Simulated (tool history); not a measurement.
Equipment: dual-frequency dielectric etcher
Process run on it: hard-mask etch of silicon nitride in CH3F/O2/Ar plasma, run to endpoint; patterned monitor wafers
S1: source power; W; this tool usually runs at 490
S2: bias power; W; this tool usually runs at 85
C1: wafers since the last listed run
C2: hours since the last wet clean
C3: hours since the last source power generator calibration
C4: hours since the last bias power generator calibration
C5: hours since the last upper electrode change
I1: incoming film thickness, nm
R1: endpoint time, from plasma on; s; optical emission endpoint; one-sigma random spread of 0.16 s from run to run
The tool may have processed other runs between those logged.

run,day,S1,S2,C1,C2,C3,C4,C5,I1,R1
1,0,490,85,0,201,1969.9,3611.6,5422.6,42.9,52.1
2,0.379,490,85,90,210.1,1979,3620.7,5431.7,42.81,51.9
3,0.867,490,77,116,221.8,1990.7,3632.4,5443.4,42.74,54.4
4,1.479,490,77,145,236.5,2005.4,3647.1,5458.1,43.28,55.2
5,2.212,490,85,174,254.1,2023,3664.7,5475.7,43.04,51.9
6,2.862,490,97,154,269.7,2038.6,3680.3,5491.3,43.32,48.8
# day 3.283: source power generator calibrated
7,3.304,460,85,65,280.3,0.5,3690.9,5501.9,43.02,54
8,3.883,460,85,138,294.2,14.4,3704.8,5515.8,42.96,53.9
9,4.196,460,85,74,301.7,21.9,3712.3,5523.3,43.15,54.2
10,5.254,440,85,252,327.1,47.3,3737.7,5548.7,43.01,55.3
11,5.55,490,96,70,334.2,54.4,3744.8,5555.8,42.73,48.2
12,6.021,490,85,112,345.5,65.7,3756.1,5567.1,43.13,51.6
13,6.679,490,85,156,361.3,81.5,3771.9,5582.9,43.23,52
14,7.138,440,91,109,372.3,92.5,3782.9,5593.9,43.27,53.4
# day 8.046: bias power generator calibrated
# day 8.3: upper electrode replaced
15,8.321,490,85,181,400.7,120.9,6.6,0.5,43.43,52
16,8.338,540,85,3,401.1,121.3,7,0.9,42.45,48
17,8.675,570,100,80,409.2,129.4,15.1,9,42.69,43.1
18,9.2,420,70,125,421.8,142,27.7,21.6,42.89,62.8
19,9.712,490,85,122,434.1,154.3,40,33.9,43.32,52.1
20,10.4,490,85,163,450.6,170.8,56.5,50.4,43.15,51.7
21,11.096,490,85,165,467.3,187.5,73.2,67.1,43.11,51
# day 12.283: wet clean of the chamber
22,12.304,550,85,49,0.5,216.5,102.2,96.1,43.3,49.5
23,12.321,490,85,3,0.9,216.9,102.6,96.5,42.97,52.8
24,12.45,550,102,30,4,220,105.7,99.6,43.14,45
25,12.921,600,105,112,15.3,231.3,117,110.9,42.85,42
26,13.429,490,85,121,27.5,243.5,129.2,123.1,43.15,52.9
27,14.038,490,85,144,42.1,258.1,143.8,137.7,43.12,52.8
28,14.717,490,85,161,58.4,274.4,160.1,154,42.63,52.3
29,15.067,390,97,83,66.8,282.8,168.5,162.4,42.98,56.4
30,15.496,580,67,102,77.1,293.1,178.8,172.7,42.92,53.7
31,16.075,560,98,138,91,307,192.7,186.6,43.33,45.6
32,16.379,490,93,72,98.3,314.3,200,193.9,43.14,50.1
33,17.062,570,98,162,114.7,330.7,216.4,210.3,43.05,44.6
34,17.4,420,71,80,122.8,338.8,224.5,218.4,43.04,63.4

Consider 5 possible next runs. They are alternatives, not a sequence: every one starts from the tool as it was left by run 34. What does each give?
A,17.417,490,85,3,123.2,339.2,224.9,218.8,43.38,?
B,17.417,550,93,3,123.2,339.2,224.9,218.8,43.38,?
C,17.417,460,77,3,123.2,339.2,224.9,218.8,43.38,?
D,17.417,420,92,3,123.2,339.2,224.9,218.8,43.38,?
E,17.417,460,67,3,123.2,339.2,224.9,218.8,43.38,?

run,R1
A,52.7
B,47
C,57.7
D,55.7
E,62.2
With the hidden condition removed and each run's random variation left untouched, the same runs would have given:
run,R1
A,53.3
B,47.6
C,58.4
D,56.4
E,63
